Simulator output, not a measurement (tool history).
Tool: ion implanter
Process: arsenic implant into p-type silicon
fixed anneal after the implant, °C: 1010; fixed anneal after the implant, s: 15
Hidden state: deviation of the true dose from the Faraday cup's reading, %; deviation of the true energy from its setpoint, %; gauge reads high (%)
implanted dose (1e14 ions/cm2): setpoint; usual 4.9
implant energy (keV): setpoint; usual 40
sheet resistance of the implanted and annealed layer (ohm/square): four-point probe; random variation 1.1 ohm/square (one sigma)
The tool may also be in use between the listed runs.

run	hour	implanted dose (1e14 ions/cm2)	implant energy (keV)	wafers since the last listed run	hours since the last dose calibration	hours since the extraction supply was calibrated	hours since the gauge calibration	read-back reference wafer on the same gauge, sheet resistance	sheet resistance of the implanted and annealed layer (ohm/square)
1	0	4.9	40	0	609.1	3047.5	170.9	245.67	215.56
2	19.5	4.9	40	267	628.6	3067	190.4	244.97	214.19
3	53.5	4.9	40	466	662.6	3101	224.4	245.77	212.38
4	69.3	4.9	40	216	678.4	3116.8	240.2	245.04	214.69
5	83.5	4.9	40	194	692.6	3131	254.4	244.36	213.45
6	99.4	3.74	40	218	708.5	3146.9	270.3	245.39	263.79
# hour 128.8: extraction supply calibrated
7	133.9	3.74	40	363	743	5.1	304.8	244.8	263.87
8	147.8	4.9	40	190	756.9	19	318.7	245.22	213.5
9	183.4	5.88	49.5	488	792.5	54.6	354.3	245.41	182.26
10	195.9	4.9	40	171	805	67.1	366.8	244.7	215.99
11	212.2	4.9	40	223	821.3	83.4	383.1	245.04	215.39
12	236	4.9	40	326	845.1	107.2	406.9	245.29	216.45
13	268.2	4.15	40	441	877.3	139.4	439.1	244.59	244.98
14	292.4	4.15	40	331	901.5	163.6	463.3	245.25	248.3
# hour 301.2: Faraday cup replaced and dose calibrated
15	311.9	4.9	40	157	10.7	183.1	482.8	244.91	209.67
16	346.2	4.43	31.5	470	45	217.4	517.1	245.58	232.03
17	362.1	5.98	51	218	60.9	233.3	533	244.74	172.85
18	390.3	6.14	53	386	89.1	261.5	561.2	245.24	166.96
19	419.2	3.72	48	396	118	290.4	590.1	245.22	249.75
20	449.3	4.19	54	412	148.1	320.5	620.2	245.2	226.08
21	477.9	3.8	44.5	392	176.7	349.1	648.8	245.11	252.32
22	498.9	3.59	35.5	288	197.7	370.1	669.8	244.81	273.09
23	513.7	3.6	40	202	212.5	384.9	684.6	245	263.64
24	532.1	4.9	40	252	230.9	403.3	703	244.98	208.74
25	556	6.04	30.5	327	254.8	427.2	726.9	245.28	184.95
26	577.8	3.74	40	298	276.6	449	748.7	244.97	258.03
27	611.2	4.09	44.5	458	310	482.4	782.1	244.76	240.12
28	634.2	3.6	49	315	333	505.4	805.1	245.12	255.44
29	659.1	4.9	54	341	357.9	530.3	830	245.15	201.67
# hour 754.3: gauge calibrated
30	764.6	4.9	27	1446	463.4	635.8	10.3	245.58	224.77
31	794	5.95	29.5	403	492.8	665.2	39.7	245.05	190.82
32	829.9	6.1	34	492	528.7	701.1	75.6	245.07	183.09
33	864.2	3.59	35.5	470	563	735.4	109.9	245.18	271.84
34	914.6	4.9	40	691	613.4	785.8	160.3	245.13	214.2
35	949.9	6.07	40	484	648.7	821.1	195.6	244.69	181.01
36	972.7	5.76	46	312	671.5	843.9	218.4	244.71	183.51
37	998.7	4.22	29.5	356	697.5	869.9	244.4	244.98	252.24
38	1033.8	3.62	29	481	732.6	905	279.5	244.95	284.69

Hidden state or all else? Some run-to-run changes of sheet resistance of the implanted and annealed layer (ohm/square), split into what the settings, what came in and random variation would give without the hidden state, and what is left for the hidden state (with any gauge scatter that isn't in both results):
Run 14 -> 15: implanted dose (1e14 ions/cm2) 4.15 -> 4.9, Faraday cup replaced and dose calibrated. sheet resistance of the implanted and annealed layer (ohm/square) -38.63: hidden state -9.57, all else -29.06.
Run 18 -> 19: implanted dose (1e14 ions/cm2) 6.14 -> 3.72, implant energy (keV) 53 -> 48. sheet resistance of the implanted and annealed layer (ohm/square) +82.79: hidden state +0.07, all else +82.72.
Run 25 -> 26: implanted dose (1e14 ions/cm2) 6.04 -> 3.74, implant energy (keV) 30.5 -> 40. sheet resistance of the implanted and annealed layer (ohm/square) +73.08: hidden state +0.35, all else +72.73.
Run 32 -> 33: implanted dose (1e14 ions/cm2) 6.1 -> 3.59, implant energy (keV) 34 -> 35.5. sheet resistance of the implanted and annealed layer (ohm/square) +88.75: hidden state +1.62, all else +87.13.
Run 36 -> 37: implanted dose (1e14 ions/cm2) 5.76 -> 4.22, implant energy (keV) 46 -> 29.5. sheet resistance of the implanted and annealed layer (ohm/square) +68.73: hidden state +1.76, all else +66.97.

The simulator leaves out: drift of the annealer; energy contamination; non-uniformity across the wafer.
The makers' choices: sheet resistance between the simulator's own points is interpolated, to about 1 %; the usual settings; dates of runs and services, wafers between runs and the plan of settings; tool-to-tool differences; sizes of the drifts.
